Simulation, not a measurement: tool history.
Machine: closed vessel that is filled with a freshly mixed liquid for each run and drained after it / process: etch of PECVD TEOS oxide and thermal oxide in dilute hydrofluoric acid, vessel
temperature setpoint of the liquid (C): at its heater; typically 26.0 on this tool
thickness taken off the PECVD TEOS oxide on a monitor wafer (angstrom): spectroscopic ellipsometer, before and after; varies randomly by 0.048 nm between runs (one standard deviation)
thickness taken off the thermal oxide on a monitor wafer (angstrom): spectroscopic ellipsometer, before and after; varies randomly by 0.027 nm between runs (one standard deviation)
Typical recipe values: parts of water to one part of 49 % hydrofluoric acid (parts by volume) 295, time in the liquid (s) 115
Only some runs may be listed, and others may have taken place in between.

run,hour,temperature setpoint of the liquid (C),parts of water to one part of 49 % hydrofluoric acid (parts by volume),time in the liquid (s),wafers since the last listed run,hours since the thermometer was replaced,hours since the hydrofluoric acid flow meter was replaced,hours since the gauge calibration,"read-back film thickness of the PECVD TEOS oxide reference wafer, read on the same gauge (nm)","read-back film thickness of the thermal oxide reference wafer, read on the same gauge (nm)",thickness taken off the PECVD TEOS oxide on a monitor wafer (angstrom),thickness taken off the thermal oxide on a monitor wafer (angstrom)
1,0.0,26.0,200,115,0,462.1,720.3,390.6,149.999,70.009,82.08,24.87
2,48.1,26.0,200,115,5884,510.2,768.4,438.7,149.989,69.996,80.77,24.80
3,99.4,26.0,295,115,6275,561.5,819.7,490.0,149.980,69.988,48.67,15.39
4,161.1,26.0,295,115,7547,623.2,881.4,551.7,149.992,69.998,49.21,15.50
# hour 166.0: thermometer replaced
5,231.7,26.0,295,115,8514,65.7,952.0,622.3,149.970,70.004,50.01,15.47
6,293.6,30.0,395,60,7572,127.6,1013.9,684.2,149.996,70.003,19.63,6.18
7,332.3,30.5,425,145,4734,166.3,1052.6,722.9,149.993,70.003,43.88,13.97
8,397.8,30.0,295,160,8012,231.8,1118.1,788.4,150.002,70.018,78.71,25.05
9,463.5,27.5,195,85,8036,297.5,1183.8,854.1,149.984,69.990,65.71,20.80
10,513.9,21.5,225,170,6165,347.9,1234.2,904.5,150.001,70.032,86.64,27.96
11,552.6,26.0,295,115,4734,386.6,1272.9,943.2,149.987,69.981,49.00,15.66
12,599.4,27.5,365,170,5724,433.4,1319.7,990.0,150.006,70.013,58.00,18.28
13,636.5,21.5,205,135,4538,470.5,1356.8,1027.1,149.986,70.005,78.91,24.49
14,669.6,29.5,410,115,4049,503.6,1389.9,1060.2,150.004,70.032,35.54,11.38
15,722.7,26.0,295,115,6495,556.7,1443.0,1113.3,150.018,69.983,48.63,15.90
# hour 788.9: thermometer replaced
16,790.9,31.0,355,115,8220,2.0,1511.2,1181.5,149.993,69.975,45.45,14.60
17,838.2,26.0,250,50,5786,49.3,1558.5,1228.8,150.020,70.027,26.89,8.29
18,900.2,26.0,295,115,7584,111.3,1620.5,1290.8,150.021,69.994,48.86,15.41
19,946.2,30.5,295,115,5627,157.3,1666.5,1336.8,150.014,70.015,57.61,17.85
20,980.9,30.0,150,145,4244,192.0,1701.2,1371.5,150.001,70.006,167.48,52.28
# hour 995.2: hydrofluoric acid flow meter replaced
21,1037.8,26.0,295,115,6838,248.9,42.6,1428.4,149.989,70.017,49.51,15.34
# hour 1047.3: gauge calibrated
22,1122.4,26.0,180,115,10349,333.5,127.2,75.1,150.014,70.030,90.93,29.74
23,1191.2,23.5,405,165,8416,402.3,196.0,143.9,149.990,69.990,42.66,13.42
24,1230.1,22.5,250,85,4758,441.2,234.9,182.8,150.009,69.983,40.01,12.71
# hour 1323.9: thermometer replaced
25,1427.5,28.5,360,115,24025,103.6,432.3,380.2,149.981,70.012,41.89,12.85

For run 26, what comes out?
26,1497.1,26.0,295,115,8514,173.2,501.9,449.8,?,?,?,?

{"run 26": {"read-back film thickness of the PECVD TEOS oxide reference wafer, read on the same gauge (nm)": 149.982, "read-back film thickness of the thermal oxide reference wafer, read on the same gauge (nm)": 70.0, "thickness taken off the PECVD TEOS oxide on a monitor wafer (angstrom)": 49.26, "thickness taken off the thermal oxide on a monitor wafer (angstrom)": 15.36}}
Take away the tool's hidden state, keep the run-to-run variation as it was, and the same run would have given thickness taken off the PECVD TEOS oxide on a monitor wafer (angstrom) 49.26, thickness taken off the thermal oxide on a monitor wafer (angstrom) 15.36.
